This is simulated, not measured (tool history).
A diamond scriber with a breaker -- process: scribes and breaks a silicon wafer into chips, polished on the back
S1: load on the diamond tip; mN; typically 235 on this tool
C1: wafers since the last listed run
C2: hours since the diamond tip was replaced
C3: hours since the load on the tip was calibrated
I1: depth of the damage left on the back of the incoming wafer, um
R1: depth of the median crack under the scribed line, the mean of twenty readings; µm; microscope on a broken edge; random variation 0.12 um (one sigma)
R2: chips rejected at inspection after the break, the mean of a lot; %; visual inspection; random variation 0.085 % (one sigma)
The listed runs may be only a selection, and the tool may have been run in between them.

| run | day | S1 | C1 | C2 | C3 | I1 | R1 | R2 |
|---|---|---|---|---|---|---|---|---|
| 1 | 0.000 | 235 | 0 | 300.7 | 882.9 | 0.03 | 13.11 | 1.83 |
| 2 | 2.100 | 235 | 98 | 351.1 | 933.3 | 0.04 | 12.82 | 1.73 |
| 3 | 3.279 | 235 | 55 | 379.4 | 961.6 | 0.02 | 13.00 | 1.72 |
| 4 | 4.312 | 235 | 48 | 404.2 | 986.4 | 0.02 | 13.15 | 1.85 |
| 5 | 6.067 | 235 | 82 | 446.3 | 1028.5 | 0.04 | 13.07 | 1.58 |
| 6 | 7.454 | 235 | 65 | 479.6 | 1061.8 | 0.02 | 13.24 | 1.58 |
| 7 | 8.975 | 235 | 71 | 516.1 | 1098.3 | 0.04 | 13.16 | 1.62 |
| 8 | 16.538 | 235 | 354 | 697.6 | 1279.8 | 0.05 | 13.35 | 1.84 |
| 9 | 18.250 | 235 | 80 | 738.7 | 1320.9 | 0.02 | 13.04 | 1.86 |
|  | 20.088 | diamond tip replaced by a new one |
| 10 | 20.521 | 235 | 102 | 10.4 | 1375.4 | 0.02 | 13.09 | 1.74 |
| 11 | 21.571 | 235 | 49 | 35.6 | 1400.6 | 0.04 | 13.48 | 2.00 |
| 12 | 24.529 | 184 | 138 | 106.6 | 1471.6 | 0.04 | 10.83 | 2.90 |
| 13 | 27.133 | 184 | 122 | 169.1 | 1534.1 | 0.02 | 10.69 | 2.70 |
|  | 29.650 | load on the tip recalibrated |
| 14 | 29.904 | 235 | 126 | 235.6 | 6.1 | 0.01 | 13.73 | 2.70 |
| 15 | 31.617 | 298 | 80 | 276.7 | 47.2 | 0.03 | 16.72 | 10.42 |
| 16 | 33.196 | 303 | 74 | 314.6 | 85.1 | 0.03 | 17.45 | 10.21 |
| 17 | 35.825 | 292 | 123 | 377.7 | 148.2 | 0.03 | 16.84 | 10.69 |
| 18 | 38.658 | 260 | 132 | 445.7 | 216.2 | 0.03 | 15.02 | 6.25 |
| 19 | 39.908 | 235 | 58 | 475.7 | 246.2 | 0.03 | 14.22 | 3.45 |
|  | 41.046 | load on the tip recalibrated, repeated, since the last time left the tool worse |
| 20 | 41.554 | 199 | 73 | 515.2 | 12.2 | 0.02 | 10.83 | 2.77 |
| 21 | 43.158 | 255 | 75 | 553.7 | 50.7 | 0.04 | 13.35 | 2.11 |
| 22 | 44.538 | 201 | 64 | 586.8 | 83.8 | 0.04 | 10.94 | 2.44 |
| 23 | 45.646 | 215 | 51 | 613.4 | 110.4 | 0.01 | 11.71 | 1.75 |
| 24 | 47.392 | 188 | 81 | 655.3 | 152.3 | 0.02 | 10.48 | 3.45 |
| 25 | 49.025 | 166 | 76 | 694.5 | 191.5 | 0.04 | 9.55 | 8.62 |
|  | 50.838 | diamond tip replaced by a new one |
| 26 | 50.858 | 205 | 82 | 0.5 | 235.5 | 0.01 | 11.51 | 1.80 |
| 27 | 53.383 | 235 | 118 | 61.1 | 296.1 | 0.05 | 12.74 | 1.43 |
| 28 | 55.054 | 283 | 78 | 101.2 | 336.2 | 0.02 | 15.04 | 5.08 |

Branching from run 28: 4 alternative next runs. What would each branch give?
| A | 55.083 | 235 | 1 | 101.9 | 336.9 | 0.02 | ? | ? |
| B | 55.083 | 265 | 1 | 101.9 | 336.9 | 0.02 | ? | ? |
| C | 55.083 | 186 | 1 | 101.9 | 336.9 | 0.02 | ? | ? |
| D | 55.083 | 282 | 1 | 101.9 | 336.9 | 0.02 | ? | ? |

| run | R1 | R2 |
|---|---|---|
| A | 12.83 | 1.38 |
| B | 14.15 | 2.94 |
| C | 10.51 | 3.35 |
| D | 14.87 | 4.35 |
With no hidden state in the tool, these same runs would have given:
| run | R1 | R2 |
|---|---|---|
| A | 12.30 | 1.23 |
| B | 13.56 | 2.06 |
| C | 10.07 | 4.64 |
| D | 14.25 | 3.12 |
